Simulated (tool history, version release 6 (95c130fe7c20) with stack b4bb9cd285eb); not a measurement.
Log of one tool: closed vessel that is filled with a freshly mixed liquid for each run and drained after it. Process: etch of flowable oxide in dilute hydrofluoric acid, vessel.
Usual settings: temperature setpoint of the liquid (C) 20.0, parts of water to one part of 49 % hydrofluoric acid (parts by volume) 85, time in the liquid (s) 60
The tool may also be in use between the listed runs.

| run | day | temperature setpoint of the liquid (C) | parts of water to one part of 49 % hydrofluoric acid (parts by volume) | time in the liquid (s) | read-back film thickness of the flowable oxide reference wafer, read on the same gauge (nm) | thickness taken off the flowable oxide on a monitor wafer (angstrom) |
|---|---|---|---|---|---|---|
| 1 | 0.000 | 20.0 | 85 | 60 | 91.37 | 364.1 |
| 2 | 2.375 | 20.0 | 85 | 60 | 91.49 | 367.2 |
| 3 | 4.338 | 20.0 | 85 | 60 | 91.63 | 365.0 |
|  | 6.625 | hydrofluoric acid flow meter replaced |
| 4 | 6.642 | 22.5 | 85 | 35 | 91.80 | 239.3 |
| 5 | 8.533 | 20.0 | 85 | 60 | 91.91 | 367.9 |
| 6 | 10.654 | 20.0 | 85 | 60 | 92.01 | 371.8 |
| 7 | 13.346 | 20.0 | 85 | 60 | 92.25 | 368.2 |
| 8 | 14.983 | 17.0 | 85 | 60 | 92.35 | 329.3 |
| 9 | 16.738 | 17.0 | 85 | 60 | 92.40 | 328.1 |
| 10 | 19.162 | 17.0 | 85 | 60 | 92.58 | 327.8 |
| 11 | 22.038 | 20.0 | 85 | 60 | 92.75 | 372.1 |
| 12 | 23.875 | 20.0 | 85 | 60 | 92.88 | 373.8 |
| 13 | 25.133 | 20.0 | 85 | 60 | 92.88 | 372.0 |
|  | 27.288 | thermometer replaced |
| 14 | 27.321 | 17.0 | 85 | 30 | 93.02 | 166.6 |
| 15 | 29.171 | 23.5 | 115 | 70 | 93.15 | 357.4 |
| 16 | 32.058 | 20.0 | 85 | 60 | 93.35 | 375.3 |
|  | 34.075 | gauge calibrated |
| 17 | 34.621 | 23.5 | 75 | 35 | 90.80 | 282.0 |
|  | 36.717 | hydrofluoric acid flow meter replaced |
| 18 | 37.600 | 20.0 | 85 | 60 | 90.97 | 364.1 |
| 19 | 40.217 | 23.0 | 100 | 80 | 91.15 | 456.8 |
| 20 | 42.183 | 20.0 | 65 | 85 | 91.28 | 695.5 |
| 21 | 43.512 | 17.0 | 95 | 40 | 91.37 | 190.5 |
| 22 | 45.704 | 17.0 | 115 | 60 | 91.50 | 231.3 |

What will run 23 give?
| 23 | 47.800 | 17.5 | 115 | 70 | ? | ? |

{"run 23": {"read-back film thickness of the flowable oxide reference wafer, read on the same gauge (nm)": 91.66, "thickness taken off the flowable oxide on a monitor wafer (angstrom)": 276.6}}
Had the tool carried no hidden state, the very same run would have given thickness taken off the flowable oxide on a monitor wafer (angstrom) 271.7.
